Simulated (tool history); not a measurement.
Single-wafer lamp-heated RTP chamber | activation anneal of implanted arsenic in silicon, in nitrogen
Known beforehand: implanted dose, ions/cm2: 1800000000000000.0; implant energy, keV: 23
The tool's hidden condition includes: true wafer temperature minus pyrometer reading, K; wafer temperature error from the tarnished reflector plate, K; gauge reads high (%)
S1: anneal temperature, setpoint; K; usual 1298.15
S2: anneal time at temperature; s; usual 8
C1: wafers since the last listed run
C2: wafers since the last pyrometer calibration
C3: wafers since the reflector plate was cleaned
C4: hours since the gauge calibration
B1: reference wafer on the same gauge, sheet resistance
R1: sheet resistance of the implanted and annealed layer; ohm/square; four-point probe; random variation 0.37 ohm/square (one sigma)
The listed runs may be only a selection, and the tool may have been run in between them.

Run 1, hour 0: usual settings but S1 1319.15 K, S2 7 s; C1 0; C2 6477; C3 6477; C4 1106; B1 127.96. Result: R1 104.49 ohm/square.
Run 2, hour 155.6: usual settings; C1 2491; C2 8969; C3 8969; C4 1261.6; B1 127.96. Result: R1 109.27 ohm/square.
At hour 190.7: pyrometer window cleaned and pyrometer calibrated.
Run 3, hour 223.2: usual settings; C1 954; C2 520; C3 9923; C4 1329.2; B1 128.14. Result: R1 108.67 ohm/square.
Run 4, hour 282.8: usual settings; C1 954; C2 1475; C3 10878; C4 1388.8; B1 128.05. Result: R1 108.05 ohm/square.
At hour 305.5: reflector plate cleaned.
Run 5, hour 337.1: usual settings but S1 1310.15 K; C1 741; C2 2216; C3 505; C4 1443.1; B1 127.87. Result: R1 106.83 ohm/square.
Run 6, hour 415.1: usual settings but S1 1306.15 K; C1 1248; C2 3465; C3 1754; C4 1521.1; B1 127.99. Result: R1 107.25 ohm/square.
Run 7, hour 458.5: usual settings but S1 1306.15 K; C1 694; C2 4160; C3 2449; C4 1564.5; B1 127.99. Result: R1 107.82 ohm/square.
Run 8, hour 557.8: usual settings but S1 1306.15 K; C1 1589; C2 5750; C3 4039; C4 1663.8; B1 127.98. Result: R1 107.42 ohm/square.
At hour 710.3: pyrometer window cleaned and pyrometer calibrated.
Run 9, hour 804.5: usual settings but S1 1311.15 K; C1 3822; C2 1508; C3 7861; C4 1910.5; B1 128.08. Result: R1 104.95 ohm/square.
Run 10, hour 902.1: usual settings but S1 1311.15 K; C1 1562; C2 3071; C3 9424; C4 2008.1; B1 127.91. Result: R1 104.75 ohm/square.
Run 11, hour 968.2: usual settings; C1 1058; C2 4129; C3 10482; C4 2074.2; B1 128.12. Result: R1 108.03 ohm/square.
Run 12, hour 1017.9: usual settings; C1 795; C2 4925; C3 11278; C4 2123.9; B1 128.07. Result: R1 108.33 ohm/square.
At hour 1060.2: reflector plate cleaned.
Run 13, hour 1124.1: usual settings; C1 1572; C2 6498; C3 1022; C4 2230.1; B1 127.94. Result: R1 110.54 ohm/square.
Run 14, hour 1218.2: usual settings; C1 1506; C2 8004; C3 2529; C4 2324.2; B1 127.94. Result: R1 111.15 ohm/square.
Run 15, hour 1282.1: usual settings but S1 1313.15 K; C1 1023; C2 9027; C3 3552; C4 2388.1; B1 128.2. Result: R1 104.86 ohm/square.
At hour 1316.2: pyrometer window cleaned and pyrometer calibrated.
Run 16, hour 1321.4: usual settings but S1 1271.15 K, S2 6 s; C1 501; C2 83; C3 4053; C4 2427.4; B1 127.97. Result: R1 122.91 ohm/square.
Run 17, hour 1378.6: usual settings; C1 915; C2 999; C3 4969; C4 2484.6; B1 127.99. Result: R1 110.46 ohm/square.
At hour 1413.4: gauge calibrated.
Run 18, hour 1442.1: usual settings but S1 1318.15 K, S2 5 s; C1 1016; C2 2016; C3 5986; C4 28.7; B1 127.97. Result: R1 109.14 ohm/square.
Run 19, hour 1520.2: usual settings but S1 1274.15 K, S2 7 s; C1 1250; C2 3267; C3 7236; C4 106.8; B1 128.02. Result: R1 119.88 ohm/square.
Run 20, hour 1566.8: usual settings; C1 746; C2 4013; C3 7982; C4 153.4; B1 127.89. Result: R1 109.13 ohm/square.
Run 21, hour 1658.5: usual settings but S1 1313.15 K, S2 9 s; C1 1468; C2 5481; C3 9451; C4 245.1; B1 127.88. Result: R1 102.45 ohm/square.
Run 22, hour 1736.3: usual settings but S1 1313.15 K, S2 5 s; C1 1245; C2 6727; C3 10696; C4 322.9; B1 127.98. Result: R1 109.26 ohm/square.
At hour 1765.7: reflector plate cleaned.
Run 23, hour 1838.7: usual settings but S1 1284.15 K; C1 1511; C2 8238; C3 1168; C4 425.3; B1 128.07. Result: R1 115.99 ohm/square.
At hour 1866.1: pyrometer window cleaned and pyrometer calibrated.
Run 24, hour 1875.5: usual settings; C1 461; C2 149; C3 1630; C4 462.1; B1 127.98. Result: R1 110.3 ohm/square.
Run 25, hour 1940.9: usual settings but S1 1290.15 K; C1 1047; C2 1196; C3 2677; C4 527.5; B1 128.09. Result: R1 113.21 ohm/square.

Run 26 has not been measured yet. What should we expect?
Run 26, hour 2083.8: usual settings but S1 1317.15 K, S2 12 s; C1 2288; C2 3484; C3 4965; C4 670.4; B1 ?. Result: R1 ?.

{"run 26": {"B1": 127.99, "R1": 98.45}}
On a tool with no hidden condition, and with the same random variation, this run would have come out at R1 99.03 ohm/square.
